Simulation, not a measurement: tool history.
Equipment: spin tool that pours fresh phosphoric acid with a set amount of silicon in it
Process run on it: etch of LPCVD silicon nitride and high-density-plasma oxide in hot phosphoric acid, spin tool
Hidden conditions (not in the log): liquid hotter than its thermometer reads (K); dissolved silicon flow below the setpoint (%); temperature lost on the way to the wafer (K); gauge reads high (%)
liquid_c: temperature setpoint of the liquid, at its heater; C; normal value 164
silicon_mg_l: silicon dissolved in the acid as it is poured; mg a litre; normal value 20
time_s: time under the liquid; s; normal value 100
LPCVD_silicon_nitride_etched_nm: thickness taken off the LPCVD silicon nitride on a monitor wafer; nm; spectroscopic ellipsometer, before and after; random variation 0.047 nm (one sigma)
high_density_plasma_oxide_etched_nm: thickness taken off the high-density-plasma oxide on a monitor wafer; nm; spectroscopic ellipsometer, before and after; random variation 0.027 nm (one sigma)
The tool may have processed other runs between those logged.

| run | day | liquid_c | silicon_mg_l | time_s | wafers since the last listed run | hours since the thermometer was replaced | hours since the dissolved silicon flow meter was replaced | hours since the heated supply line was repaired | hours since the gauge calibration | read-back film thickness of the LPCVD silicon nitride reference wafer, read on the same gauge (nm) | read-back film thickness of the high-density-plasma oxide reference wafer, read on the same gauge (nm) | LPCVD_silicon_nitride_etched_nm | high_density_plasma_oxide_etched_nm |
|---|---|---|---|---|---|---|---|---|---|---|---|---|---|
| 1 | 0 | 164 | 20 | 100 | 0 | 1091.1 | 525.1 | 28.5 | 246.7 | 99.8 | 29.938 | 10.59 | 0.443 |
| 2 | 2.321 | 164 | 20 | 100 | 701 | 1146.8 | 580.8 | 84.2 | 302.4 | 99.75 | 29.912 | 10.46 | 0.399 |
| 3 | 5.767 | 164 | 23.5 | 55 | 1042 | 1229.5 | 663.5 | 166.9 | 385.1 | 99.68 | 29.917 | 5.78 | 0.203 |
| 4 | 8.696 | 163 | 28 | 150 | 885 | 1299.8 | 733.8 | 237.2 | 455.4 | 99.62 | 29.858 | 15.42 | 0.432 |
| 5 | 11.392 | 164 | 20 | 100 | 815 | 1364.5 | 798.5 | 301.9 | 520.1 | 99.53 | 29.877 | 10.56 | 0.424 |
| 6 | 14.746 | 161 | 33 | 100 | 1014 | 1445 | 879 | 382.4 | 600.6 | 99.42 | 29.84 | 9.57 | 0.185 |
| 7 | 17.121 | 165 | 11 | 40 | 718 | 1502 | 936 | 439.4 | 657.6 | 99.33 | 29.795 | 4.37 | 0.193 |
| 8 | 18.971 | 162.5 | 20 | 100 | 559 | 1546.4 | 980.4 | 483.8 | 702 | 99.26 | 29.777 | 10.03 | 0.404 |
|  | 19.383 | thermometer replaced |
| 9 | 22.1 | 162 | 14.5 | 60 | 933 | 65.2 | 1055.5 | 558.9 | 777.1 | 99.12 | 29.721 | 5.92 | 0.233 |
| 10 | 25.754 | 164 | 20 | 100 | 1105 | 152.9 | 1143.2 | 646.6 | 864.8 | 98.95 | 29.688 | 10.51 | 0.425 |
|  | 27.358 | dissolved silicon flow meter replaced |
| 11 | 29.879 | 162.5 | 8.5 | 75 | 1234 | 251.9 | 60.5 | 745.6 | 963.8 | 98.75 | 29.633 | 7.4 | 0.387 |
| 12 | 33.55 | 165 | 5 | 40 | 1110 | 340 | 148.6 | 833.7 | 1051.9 | 98.52 | 29.55 | 4.29 | 0.251 |
|  | 35.592 | gauge calibrated |
| 13 | 37.167 | 165 | 5 | 40 | 1093 | 426.8 | 235.4 | 920.5 | 37.8 | 100.06 | 30.021 | 4.37 | 0.242 |
| 14 | 39.525 | 165.5 | 29 | 100 | 713 | 483.4 | 292 | 977.1 | 94.4 | 100.07 | 30.021 | 11.12 | 0.356 |
| 15 | 43.175 | 164 | 20 | 100 | 1103 | 571 | 379.6 | 1064.7 | 182 | 100.04 | 30.004 | 10.6 | 0.41 |
| 16 | 45.779 | 164 | 35 | 45 | 787 | 633.5 | 442.1 | 1127.2 | 244.5 | 100.01 | 30.012 | 4.76 | 0.121 |
| 17 | 49.279 | 164 | 20 | 65 | 1058 | 717.5 | 526.1 | 1211.2 | 328.5 | 99.93 | 29.978 | 6.85 | 0.292 |
| 18 | 53.512 | 164 | 28 | 145 | 1280 | 819.1 | 627.7 | 1312.8 | 430.1 | 99.83 | 29.938 | 15.29 | 0.447 |
| 19 | 58.354 | 163 | 26 | 65 | 1464 | 935.3 | 743.9 | 1429 | 546.3 | 99.69 | 29.927 | 6.65 | 0.208 |
| 20 | 59.912 | 164 | 20 | 100 | 471 | 972.7 | 781.3 | 1466.4 | 583.7 | 99.64 | 29.901 | 10.56 | 0.357 |

What was the tool's hidden state at every run in the log?
liquid hotter than its thermometer reads (K): 0, the same for each run
dissolved silicon flow below the setpoint (%): 0, the same for each run
temperature lost on the way to the wafer (K): 0, the same for each run
H1: gauge reads high (%)
| run | H1 |
|---|---|
| 1 | -0.211 |
| 2 | -0.248 |
| 3 | -0.317 |
| 4 | -0.388 |
| 5 | -0.465 |
| 6 | -0.574 |
| 7 | -0.661 |
| 8 | -0.734 |
| 9 | -0.869 |
| 10 | -1.04 |
| 11 | -1.26 |
| 12 | -1.48 |
| 13 | 0.0646 |
| 14 | 0.0556 |
| 15 | 0.0262 |
| 16 | -0.00608 |
| 17 | -0.0644 |
| 18 | -0.158 |
| 19 | -0.295 |
| 20 | -0.347 |

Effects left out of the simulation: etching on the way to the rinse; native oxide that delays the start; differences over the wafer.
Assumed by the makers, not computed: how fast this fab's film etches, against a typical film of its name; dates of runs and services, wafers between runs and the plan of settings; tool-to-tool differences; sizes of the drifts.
